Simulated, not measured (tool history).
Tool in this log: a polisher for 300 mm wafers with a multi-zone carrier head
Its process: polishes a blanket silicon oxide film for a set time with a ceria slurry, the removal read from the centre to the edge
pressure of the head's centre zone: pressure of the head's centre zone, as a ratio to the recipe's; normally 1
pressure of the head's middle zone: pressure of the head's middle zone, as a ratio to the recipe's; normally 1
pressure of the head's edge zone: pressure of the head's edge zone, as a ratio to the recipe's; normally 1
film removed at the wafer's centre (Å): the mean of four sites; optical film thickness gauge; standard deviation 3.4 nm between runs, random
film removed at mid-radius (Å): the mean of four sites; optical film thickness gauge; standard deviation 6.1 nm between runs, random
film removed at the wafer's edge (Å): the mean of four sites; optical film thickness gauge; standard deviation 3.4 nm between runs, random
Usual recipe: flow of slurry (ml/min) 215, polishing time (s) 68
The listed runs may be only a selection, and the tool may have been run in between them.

| run | hour | flow of slurry (ml/min) | pressure of the head's centre zone | pressure of the head's middle zone | pressure of the head's edge zone | polishing time (s) | incoming thickness of the incoming film, nm | film removed at the wafer's centre (Å) | film removed at mid-radius (Å) | film removed at the wafer's edge (Å) |
|---|---|---|---|---|---|---|---|---|---|---|
| 1 | 0 | 215 | 1 | 1 | 1 | 68 | 1067.3 | 4029 | 4292 | 4258 |
|  | 11.6 | carrier head's membrane replaced by a new one |
| 2 | 18.1 | 180 | 1 | 1 | 1.04 | 68 | 1049.1 | 3921 | 4038 | 4272 |
| 3 | 34 | 185 | 1 | 1 | 1 | 81 | 1047.6 | 4757 | 4975 | 5051 |
|  | 62.2 | worn pad replaced by a new one |
| 4 | 65.5 | 215 | 1 | 1 | 1 | 68 | 1042.1 | 4034 | 4275 | 4396 |
| 5 | 90.4 | 270 | 0.9 | 1 | 1 | 68 | 1030.5 | 3769 | 4500 | 4402 |
|  | 108.3 | slurry nozzle cleaned |
| 6 | 114.5 | 215 | 1 | 1 | 1 | 68 | 1060.3 | 4050 | 4281 | 4352 |
|  | 119.3 | edge zone pressure recalibrated |
| 7 | 127.5 | 170 | 1 | 1 | 1.08 | 68 | 1046 | 3891 | 4256 | 4253 |
|  | 134.6 | centre zone pressure recalibrated |
| 8 | 192.8 | 215 | 1 | 1 | 0.95 | 45 | 1046.2 | 2578 | 2931 | 2820 |
| 9 | 213.4 | 215 | 1 | 1.04 | 0.88 | 85 | 1042.6 | 4850 | 5478 | 5151 |
|  | 222.7 | worn pad replaced by a new one |
| 10 | 240.1 | 280 | 0.95 | 1 | 0.96 | 81 | 1031.7 | 4485 | 5348 | 5145 |
| 11 | 273.3 | 280 | 1 | 1 | 1 | 68 | 1061.1 | 3918 | 4366 | 4422 |
| 12 | 287.6 | 215 | 0.97 | 1 | 1.04 | 68 | 1051.4 | 3753 | 4362 | 4460 |
|  | 313.8 | centre zone pressure recalibrated, repeated, since the last time left the tool worse |
| 13 | 314.5 | 285 | 0.88 | 1.09 | 1 | 80 | 1051 | 4424 | 5667 | 5181 |
| 14 | 327 | 215 | 1.1 | 1 | 0.88 | 68 | 1037.7 | 4520 | 4224 | 4148 |
| 15 | 359.6 | 195 | 1 | 1.1 | 1.05 | 84 | 1050.6 | 5113 | 5636 | 5478 |
|  | 361.1 | slurry nozzle cleaned |
| 16 | 383.2 | 240 | 0.96 | 1.04 | 1 | 68 | 1046.4 | 4018 | 4456 | 4359 |
|  | 411.9 | worn pad replaced by a new one |
| 17 | 412.4 | 215 | 1 | 0.91 | 1 | 68 | 1057.1 | 4147 | 3948 | 4371 |
| 18 | 423.9 | 215 | 1 | 1 | 1 | 76 | 1046.4 | 4609 | 4755 | 4807 |
| 19 | 448.9 | 215 | 1 | 1 | 1 | 68 | 1054.6 | 4143 | 4278 | 4404 |
| 20 | 466 | 215 | 1 | 1 | 1 | 68 | 1046.4 | 4137 | 4369 | 4325 |
| 21 | 497 | 215 | 1 | 1 | 1 | 68 | 1059.4 | 4102 | 4231 | 4290 |

What if the next run were any one of these 5? Each begins from the tool's condition after run 21:
| A | 497.4 | 215 | 1 | 1 | 1 | 68 | 1048.9 | ? | ? | ? |
| B | 497.4 | 215 | 1.04 | 1 | 1 | 68 | 1048.9 | ? | ? | ? |
| C | 497.4 | 215 | 1 | 1 | 1.06 | 59 | 1048.9 | ? | ? | ? |
| D | 497.4 | 215 | 1 | 1 | 1.08 | 68 | 1048.9 | ? | ? | ? |
| E | 497.4 | 250 | 1 | 1 | 1.07 | 81 | 1048.9 | ? | ? | ? |

| run | film removed at the wafer's centre (Å) | film removed at mid-radius (Å) | film removed at the wafer's edge (Å) |
|---|---|---|---|
| A | 4065 | 4355 | 4325 |
| B | 4230 | 4354 | 4325 |
| C | 3527 | 3778 | 3833 |
| D | 4065 | 4355 | 4448 |
| E | 4942 | 5283 | 5353 |
Take away the tool's hidden state, keep each run's random variation, and the runs would have read:
| run | film removed at the wafer's centre (Å) | film removed at mid-radius (Å) | film removed at the wafer's edge (Å) |
|---|---|---|---|
| A | 4168 | 4355 | 4325 |
| B | 4336 | 4354 | 4325 |
| C | 3616 | 3778 | 3833 |
| D | 4168 | 4354 | 4448 |
| E | 5067 | 5282 | 5353 |
